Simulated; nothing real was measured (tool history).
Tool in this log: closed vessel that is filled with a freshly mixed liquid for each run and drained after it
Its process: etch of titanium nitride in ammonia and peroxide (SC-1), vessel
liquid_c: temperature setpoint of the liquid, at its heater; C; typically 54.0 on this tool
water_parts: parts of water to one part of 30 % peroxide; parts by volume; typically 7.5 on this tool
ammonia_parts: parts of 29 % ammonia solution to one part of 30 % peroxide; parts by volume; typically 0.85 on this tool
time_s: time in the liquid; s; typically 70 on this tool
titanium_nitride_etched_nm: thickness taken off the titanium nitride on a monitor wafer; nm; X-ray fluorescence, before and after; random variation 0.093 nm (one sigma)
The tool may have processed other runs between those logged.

run    hour  liquid_c  water_parts  ammonia_parts  time_s  read-back film thickness of the titanium nitride reference wafer, read on the same gauge (nm)  titanium_nitride_etched_nm
  1     0.0      54.0          7.5           0.85      55                                                                                          49.96                       11.26
  2   127.7      51.5          7.5           0.85      70                                                                                          50.01                       11.27
  3   164.1      54.0          7.5           0.85      70                                                                                          49.97                       13.47
  4   230.5      54.0          7.5           0.85      70                                                                                          49.94                       13.51
  5   295.7      62.0          5.0           0.85      40                                                                                          50.00                       15.74
  6   380.1      62.5          7.5           0.85      90                                                                                          50.04                       30.78
  7   440.4      54.0          7.5           0.85      70                                                                                          49.98                       13.46
  8   492.8      61.0          5.5           0.85      70                                                                                          49.99                       25.24
  9   597.6      54.0          7.5           0.85      70                                                                                          50.00                       13.77
 10   665.1      54.0          7.5           0.85      70                                                                                          50.02                       13.66
 11   760.1      47.5          5.0           0.85      50                                                                                          50.00                        7.49
 12   817.3      54.0          7.5           0.85      70                                                                                          50.03                       13.78
 13   855.7      57.0          9.5           0.85      35                                                                                          50.00                        7.49
 14   904.8      60.0          6.0           0.55     105                                                                                          50.02                       32.18
 15   990.5      64.0          7.5           0.65      70                                                                                          49.95                       25.73
 16  1056.5      54.0          5.0           0.55      70                                                                                          50.05                       15.40
 17  1107.4      57.0         10.0           0.85     105                                                                                          50.04                       22.03
 18  1177.6      54.0          5.5           0.60      70                                                                                          49.98                       15.27
 19  1235.9      63.5          7.5           0.85      30                                                                                          50.01                       11.10
 20  1324.0      47.5         11.5           0.85      70                                                                                          49.97                        7.24
 21  1424.8      45.0          7.5           1.10      90                                                                                          49.99                        9.89
 22  1469.6      49.5          7.5           0.55     110                                                                                          50.00                       15.33
 23  1546.6      54.0          5.5           0.85      85                                                                                          49.99                       19.55
 24  1645.3      58.0          9.5           0.85     100                                                                                          50.00                       23.28
 25  1682.1      54.0          5.0           0.55      70                                                                                          50.00                       15.93
 26  1785.3      60.0          7.5           0.85      70                                                                                          50.03                       20.95
 27  1832.8      54.0          7.5           0.85      70                                                                                          50.04                       14.15

Withheld: 6 entries from between the runs. Position of each, and hidden state at the listed run before versus the listed run after:
Run 1 -> run 2: gauge calibrated (hour 25.4); thermometer replaced (hour 111.4)
  liquid hotter than its thermometer reads (K): 0.885 -> 0.023
  measured less the result without the state, titanium_nitride_etched_nm: +0.65 -> +0.02 nm
Run 6 -> run 7: new drum of ammonia solution connected (hour 397.4)
  liquid hotter than its thermometer reads (K): 0.131 -> 0.157
  measured less the result without the state, titanium_nitride_etched_nm: +0.26 -> +0.14 nm
Run 17 -> run 18: new drum of ammonia solution connected (hour 1120.4); ammonia flow meter replaced (hour 1162.8)
  liquid hotter than its thermometer reads (K): 0.443 -> 0.473
  measured less the result without the state, titanium_nitride_etched_nm: +0.64 -> +0.48 nm
Run 26 -> run 27: new drum of ammonia solution connected (hour 1802.1)
  liquid hotter than its thermometer reads (K): 0.734 -> 0.754
  measured less the result without the state, titanium_nitride_etched_nm: +0.98 -> +0.71 nm

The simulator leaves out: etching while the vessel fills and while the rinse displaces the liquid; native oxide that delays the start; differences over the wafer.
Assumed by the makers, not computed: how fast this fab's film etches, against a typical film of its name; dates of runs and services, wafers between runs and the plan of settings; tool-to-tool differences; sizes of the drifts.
